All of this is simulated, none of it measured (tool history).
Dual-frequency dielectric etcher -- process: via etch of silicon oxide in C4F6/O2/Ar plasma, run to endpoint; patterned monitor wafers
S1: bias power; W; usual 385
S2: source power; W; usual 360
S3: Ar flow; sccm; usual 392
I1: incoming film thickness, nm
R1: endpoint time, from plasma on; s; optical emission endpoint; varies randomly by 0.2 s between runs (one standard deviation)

run 1 day=0 | S1=385 S2=360 S3=420 | I1=132.8 | R1=35.6
run 2 day=0.725 | S1=362 S2=360 S3=392 | I1=134.6 | R1=36.5
run 3 day=1.096 | S1=385 S2=360 S3=392 | I1=134.3 | R1=35.5
run 4 day=1.7 | S1=385 S2=360 S3=392 | I1=133.7 | R1=35.2
-- day=2.925 upper electrode replaced
run 5 day=2.946 | S1=385 S2=360 S3=392 | I1=133.8 | R1=35.9
run 6 day=2.958 | S1=385 S2=410 S3=464 | I1=133.2 | R1=33.7
run 7 day=3.192 | S1=385 S2=410 S3=464 | I1=133 | R1=33.8
-- day=3.788 bias power generator calibrated
-- day=4.2 wet clean of the chamber
run 8 day=4.221 | S1=385 S2=360 S3=457 | I1=134.8 | R1=36.7
run 9 day=4.354 | S1=385 S2=360 S3=457 | I1=134.3 | R1=36.1
run 10 day=4.821 | S1=385 S2=360 S3=356 | I1=135.1 | R1=35.7
run 11 day=5.338 | S1=385 S2=360 S3=392 | I1=133.8 | R1=35.3
run 12 day=6.583 | S1=324 S2=270 S3=302 | I1=135 | R1=43.1
run 13 day=8.725 | S1=385 S2=360 S3=321 | I1=134.9 | R1=35
run 14 day=9.138 | S1=385 S2=360 S3=392 | I1=134.2 | R1=35.6
-- day=9.612 source power generator calibrated
run 15 day=9.65 | S1=385 S2=360 S3=441 | I1=134.4 | R1=36.2
run 16 day=10.138 | S1=340 S2=280 S3=300 | I1=133.9 | R1=41.2
-- day=11.688 Ar flow controller replaced
run 17 day=11.804 | S1=385 S2=360 S3=458 | I1=133.4 | R1=36.3
run 18 day=12.258 | S1=385 S2=360 S3=392 | I1=134.7 | R1=35.6
run 19 day=12.729 | S1=468 S2=410 S3=476 | I1=134.6 | R1=31.8
run 20 day=13.162 | S1=385 S2=440 S3=426 | I1=134.7 | R1=32.9
run 21 day=13.908 | S1=385 S2=360 S3=436 | I1=135.4 | R1=36.4
run 22 day=14.55 | S1=325 S2=330 S3=364 | I1=134.1 | R1=39.6
run 23 day=15.254 | S1=294 S2=400 S3=459 | I1=134.5 | R1=38.7
run 24 day=15.696 | S1=385 S2=390 S3=307 | I1=132.6 | R1=33
run 25 day=16.012 | S1=310 S2=360 S3=392 | I1=134.3 | R1=39
run 26 day=16.458 | S1=385 S2=360 S3=392 | I1=133.5 | R1=35.4
run 27 day=17 | S1=310 S2=360 S3=392 | I1=134.2 | R1=39.2
run 28 day=17.308 | S1=385 S2=430 S3=478 | I1=134.6 | R1=33.7
run 29 day=17.65 | S1=385 S2=400 S3=392 | I1=132.8 | R1=33.9

Predict each of these 4 candidate next runs independently; none follows another, all start after run 29:
run A day=17.667 | S1=385 S2=360 S3=392 | I1=134.2 | R1=?
run B day=17.667 | S1=419 S2=290 S3=446 | I1=134.2 | R1=?
run C day=17.667 | S1=385 S2=330 S3=465 | I1=134.2 | R1=?
run D day=17.667 | S1=457 S2=360 S3=392 | I1=134.2 | R1=?

run=A R1=35.6
run=B R1=38.6
run=C R1=37.7
run=D R1=33.2
Take away the tool's hidden state, keep each run's random variation, and the runs would have read:
run=A R1=35.6
run=B R1=38.6
run=C R1=37.7
run=D R1=33.2

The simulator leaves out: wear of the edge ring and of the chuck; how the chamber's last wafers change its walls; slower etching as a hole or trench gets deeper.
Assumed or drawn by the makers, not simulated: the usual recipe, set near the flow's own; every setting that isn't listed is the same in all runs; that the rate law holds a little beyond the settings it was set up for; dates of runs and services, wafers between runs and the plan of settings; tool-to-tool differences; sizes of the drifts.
